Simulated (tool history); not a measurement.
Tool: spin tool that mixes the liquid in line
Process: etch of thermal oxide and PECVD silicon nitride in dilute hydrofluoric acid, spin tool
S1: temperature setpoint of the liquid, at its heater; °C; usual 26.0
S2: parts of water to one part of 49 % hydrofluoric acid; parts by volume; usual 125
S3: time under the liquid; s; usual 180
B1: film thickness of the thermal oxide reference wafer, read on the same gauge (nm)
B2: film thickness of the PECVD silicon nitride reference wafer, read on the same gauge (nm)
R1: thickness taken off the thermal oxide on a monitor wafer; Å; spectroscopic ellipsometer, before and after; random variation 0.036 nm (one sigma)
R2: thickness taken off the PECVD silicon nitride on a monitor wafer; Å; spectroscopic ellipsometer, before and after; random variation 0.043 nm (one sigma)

run 1 day=0.000 | S1=27.5 S2=125 S3=180 | B1=60.00 B2=149.997 | R1=83.0 R2=55.86
run 2 day=3.692 | S1=26.0 S2=125 S3=115 | B1=60.01 B2=150.004 | R1=50.3 R2=32.48
run 3 day=7.625 | S1=26.0 S2=125 S3=115 | B1=59.99 B2=149.953 | R1=50.0 R2=32.49
run 4 day=9.533 | S1=26.0 S2=125 S3=180 | B1=60.01 B2=149.996 | R1=77.6 R2=50.47
run 5 day=11.400 | S1=26.0 S2=125 S3=115 | B1=59.97 B2=149.985 | R1=49.3 R2=32.43
run 6 day=14.042 | S1=26.0 S2=90 S3=180 | B1=60.01 B2=150.001 | R1=111.9 R2=69.93
-- day=25.233 hydrofluoric acid flow meter replaced
run 7 day=26.962 | S1=24.5 S2=155 S3=180 | B1=59.98 B2=150.010 | R1=58.6 R2=37.60
run 8 day=29.400 | S1=23.5 S2=180 S3=125 | B1=60.00 B2=149.996 | R1=32.7 R2=21.16
run 9 day=31.058 | S1=26.0 S2=125 S3=180 | B1=59.99 B2=150.023 | R1=79.4 R2=51.10
run 10 day=32.712 | S1=23.0 S2=125 S3=180 | B1=60.00 B2=150.001 | R1=70.8 R2=42.03
run 11 day=39.000 | S1=26.0 S2=125 S3=125 | B1=60.00 B2=150.015 | R1=54.5 R2=35.40
-- day=39.983 gauge calibrated
run 12 day=41.025 | S1=24.0 S2=175 S3=125 | B1=59.99 B2=150.006 | R1=34.1 R2=22.19
run 13 day=43.004 | S1=26.0 S2=125 S3=180 | B1=60.00 B2=149.997 | R1=78.5 R2=50.79
run 14 day=46.571 | S1=26.0 S2=125 S3=180 | B1=59.99 B2=150.011 | R1=78.1 R2=50.02
run 15 day=49.383 | S1=28.5 S2=125 S3=180 | B1=59.99 B2=150.028 | R1=85.9 R2=57.78
-- day=58.712 hydrofluoric acid flow meter replaced
-- day=62.171 thermometer replaced
run 16 day=62.783 | S1=29.5 S2=125 S3=100 | B1=60.00 B2=150.036 | R1=50.2 R2=35.11
run 17 day=65.842 | S1=23.5 S2=125 S3=265 | B1=60.02 B2=150.009 | R1=105.9 R2=63.76
run 18 day=67.783 | S1=22.0 S2=180 S3=235 | B1=60.01 B2=149.993 | R1=57.7 R2=36.36
run 19 day=72.804 | S1=26.0 S2=125 S3=180 | B1=59.99 B2=150.055 | R1=78.8 R2=50.76
run 20 day=76.450 | S1=21.5 S2=175 S3=235 | B1=59.98 B2=149.979 | R1=58.1 R2=35.65
run 21 day=81.233 | S1=26.0 S2=110 S3=180 | B1=60.00 B2=149.980 | R1=90.4 R2=56.96
run 22 day=85.246 | S1=30.5 S2=105 S3=235 | B1=60.01 B2=150.025 | R1=146.8 R2=102.33
-- day=89.342 hydrofluoric acid flow meter replaced
run 23 day=89.500 | S1=28.5 S2=150 S3=75 | B1=59.99 B2=150.022 | R1=29.3 R2=20.62
run 24 day=92.488 | S1=31.0 S2=125 S3=180 | B1=59.99 B2=150.005 | R1=95.3 R2=69.83
run 25 day=95.488 | S1=26.0 S2=125 S3=140 | B1=60.01 B2=149.993 | R1=61.3 R2=38.94
run 26 day=97.029 | S1=21.0 S2=185 S3=245 | B1=60.01 B2=149.995 | R1=56.1 R2=33.61

Predict each of these 3 candidate next runs independently; none follows another, all start after run 26:
run A day=97.050 | S1=26.0 S2=125 S3=180 | B1=? B2=? | R1=? R2=?
run B day=97.050 | S1=23.5 S2=125 S3=260 | B1=? B2=? | R1=? R2=?
run C day=97.050 | S1=26.0 S2=170 S3=270 | B1=? B2=? | R1=? R2=?

run=A B1=60.00 B2=149.940 R1=78.8 R2=50.74
run=B B1=60.00 B2=149.940 R1=103.3 R2=62.34
run=C B1=60.00 B2=149.940 R1=82.3 R2=56.01
With no hidden state in the tool, these same runs would have given:
run=A R1=79.7 R2=51.27
run=B R1=104.5 R2=62.98
run=C R1=83.3 R2=56.60

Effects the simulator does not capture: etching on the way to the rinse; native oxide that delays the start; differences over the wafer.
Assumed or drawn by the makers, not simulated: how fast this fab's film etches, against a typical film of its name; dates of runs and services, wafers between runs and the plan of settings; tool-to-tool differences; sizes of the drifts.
